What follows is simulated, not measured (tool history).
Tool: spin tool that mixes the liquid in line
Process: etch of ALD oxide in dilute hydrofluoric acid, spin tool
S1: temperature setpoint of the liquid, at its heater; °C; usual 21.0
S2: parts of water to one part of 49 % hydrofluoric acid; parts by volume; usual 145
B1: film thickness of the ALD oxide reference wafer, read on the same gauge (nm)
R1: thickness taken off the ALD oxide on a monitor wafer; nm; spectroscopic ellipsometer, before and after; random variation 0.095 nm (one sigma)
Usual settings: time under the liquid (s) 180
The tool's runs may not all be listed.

run 1 hour=0.0 | S1=21.0 S2=145 time_under_the_liquid_(s)=180 | B1=150.01 | R1=14.70
run 2 hour=66.4 | S1=21.0 S2=145 time_under_the_liquid_(s)=180 | B1=150.02 | R1=14.80
run 3 hour=97.3 | S1=21.0 S2=125 time_under_the_liquid_(s)=180 | B1=149.99 | R1=17.44
run 4 hour=138.5 | S1=21.0 S2=125 time_under_the_liquid_(s)=180 | B1=150.01 | R1=17.22
run 5 hour=190.0 | S1=21.0 S2=125 time_under_the_liquid_(s)=180 | B1=150.01 | R1=17.16
run 6 hour=225.5 | S1=21.0 S2=145 time_under_the_liquid_(s)=180 | B1=150.02 | R1=14.51
run 7 hour=283.5 | S1=21.0 S2=145 time_under_the_liquid_(s)=180 | B1=150.01 | R1=14.48
run 8 hour=338.9 | S1=21.0 S2=145 time_under_the_liquid_(s)=180 | B1=150.00 | R1=14.54
run 9 hour=391.4 | S1=21.0 S2=145 time_under_the_liquid_(s)=140 | B1=149.99 | R1=11.24
run 10 hour=444.2 | S1=25.5 S2=90 time_under_the_liquid_(s)=135 | B1=150.00 | R1=22.03
-- hour=516.9 gauge calibrated
-- hour=655.1 thermometer replaced
run 11 hour=659.1 | S1=26.0 S2=100 time_under_the_liquid_(s)=180 | B1=150.02 | R1=25.27
run 12 hour=726.9 | S1=21.0 S2=145 time_under_the_liquid_(s)=265 | B1=150.01 | R1=20.05
-- hour=772.7 hydrofluoric acid flow meter replaced
run 13 hour=792.6 | S1=21.0 S2=145 time_under_the_liquid_(s)=180 | B1=149.99 | R1=13.63
run 14 hour=850.7 | S1=21.0 S2=145 time_under_the_liquid_(s)=100 | B1=150.01 | R1=7.55
run 15 hour=879.2 | S1=21.0 S2=215 time_under_the_liquid_(s)=125 | B1=150.02 | R1=5.82
-- hour=891.5 thermometer replaced, repeated, since the last time left the tool worse
run 16 hour=910.2 | S1=24.5 S2=80 time_under_the_liquid_(s)=120 | B1=150.02 | R1=22.81
run 17 hour=978.6 | S1=24.0 S2=115 time_under_the_liquid_(s)=255 | B1=150.01 | R1=31.48

4 ways to go on from here, each from the tool as it stands after run 17. What would each give?
run A hour=979.1 | S1=21.0 S2=145 time_under_the_liquid_(s)=180 | B1=? | R1=?
run B hour=979.1 | S1=24.5 S2=145 time_under_the_liquid_(s)=180 | B1=? | R1=?
run C hour=979.1 | S1=17.0 S2=90 time_under_the_liquid_(s)=240 | B1=? | R1=?
run D hour=979.1 | S1=17.0 S2=105 time_under_the_liquid_(s)=235 | B1=? | R1=?

run=A B1=150.00 R1=15.10
run=B B1=150.00 R1=17.31
run=C B1=150.00 R1=29.16
run=D B1=150.00 R1=24.10
Without the tool's hidden state the same runs would have given:
run=A R1=15.35
run=B R1=17.58
run=C R1=29.66
run=D R1=24.51
